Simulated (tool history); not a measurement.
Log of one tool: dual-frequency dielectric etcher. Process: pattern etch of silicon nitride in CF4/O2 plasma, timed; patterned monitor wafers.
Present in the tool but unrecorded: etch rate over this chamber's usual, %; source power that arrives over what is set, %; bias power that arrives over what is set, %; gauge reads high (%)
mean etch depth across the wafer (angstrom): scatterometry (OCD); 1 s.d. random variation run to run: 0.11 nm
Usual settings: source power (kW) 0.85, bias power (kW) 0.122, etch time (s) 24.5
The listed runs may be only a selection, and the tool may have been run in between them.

run	day	source power (kW)	bias power (kW)	etch time (s)	wafers since the last listed run	hours since the last wet clean	hours since the last source power generator calibration	hours since the last bias power generator calibration	hours since the last upper electrode change	hours since the gauge calibration	read-back reference wafer on the same gauge, depth_nm	mean etch depth across the wafer (angstrom)
1	0	0.85	0.122	30	0	408	4195.1	3676.1	3797.3	222.6	78.2	912
2	2.85	0.85	0.122	30	714	476.4	4263.5	3744.5	3865.7	291	78.2	918
3	3.588	0.96	0.122	24.5	184	494.1	4281.2	3762.2	3883.4	308.7	78.2	829
4	4.533	0.96	0.122	24.5	237	516.8	4303.9	3784.9	3906.1	331.4	78.2	829
5	5.046	0.85	0.122	24.5	128	529.1	4316.2	3797.2	3918.4	343.7	78.2	751
6	5.567	0.85	0.122	24.5	130	541.6	4328.7	3809.7	3930.9	356.2	78.2	751
7	6.162	0.85	0.122	24.5	149	555.9	4343	3824	3945.2	370.5	78.2	750
8	7.567	0.85	0.122	24.5	351	589.6	4376.7	3857.7	3978.9	404.2	78.2	751
# day 7.867: gauge calibrated
# day 9.333: wet clean of the chamber
9	9.354	0.85	0.122	24.5	197	0.5	4419.6	3900.6	4021.8	35.7	78.2	737
10	9.367	0.66	0.13	18.5	3	0.8	4419.9	3900.9	4022.1	36	78.2	460
11	10.454	0.77	0.105	19.5	272	26.9	4446	3927	4048.2	62.1	78.2	523
# day 11.792: bias power generator calibrated
# day 12.383: upper electrode replaced
12	12.404	1.01	0.099	17	298	73.7	4492.8	14.7	0.5	108.9	78.2	567
# day 12.783: source power generator calibrated
13	12.862	0.73	0.104	24.5	73	84.7	1.9	25.7	11.5	119.9	78.2	629
14	13.433	0.66	0.146	30.5	143	98.4	15.6	39.4	25.2	133.6	78.2	786
15	14.258	0.85	0.122	24.5	206	118.2	35.4	59.2	45	153.4	78.2	743
16	14.967	0.85	0.122	28.5	177	135.2	52.4	76.2	62	170.4	78.1	863
17	16.05	0.99	0.122	27	271	161.2	78.4	102.2	88	196.4	78.2	930
18	16.583	0.85	0.122	24.5	133	174	91.2	115	100.8	209.2	78.2	742

What does the tool deliver on the next run?
19	17.179	0.85	0.122	24.5	149	188.3	105.5	129.3	115.1	223.5	?	?

{"run 19": {"read-back reference wafer on the same gauge, depth_nm": 78.2, "mean etch depth across the wafer (angstrom)": 741}}
Take away the tool's hidden state, keep the run-to-run variation as it was, and the same run would have given mean etch depth across the wafer (angstrom) 738.

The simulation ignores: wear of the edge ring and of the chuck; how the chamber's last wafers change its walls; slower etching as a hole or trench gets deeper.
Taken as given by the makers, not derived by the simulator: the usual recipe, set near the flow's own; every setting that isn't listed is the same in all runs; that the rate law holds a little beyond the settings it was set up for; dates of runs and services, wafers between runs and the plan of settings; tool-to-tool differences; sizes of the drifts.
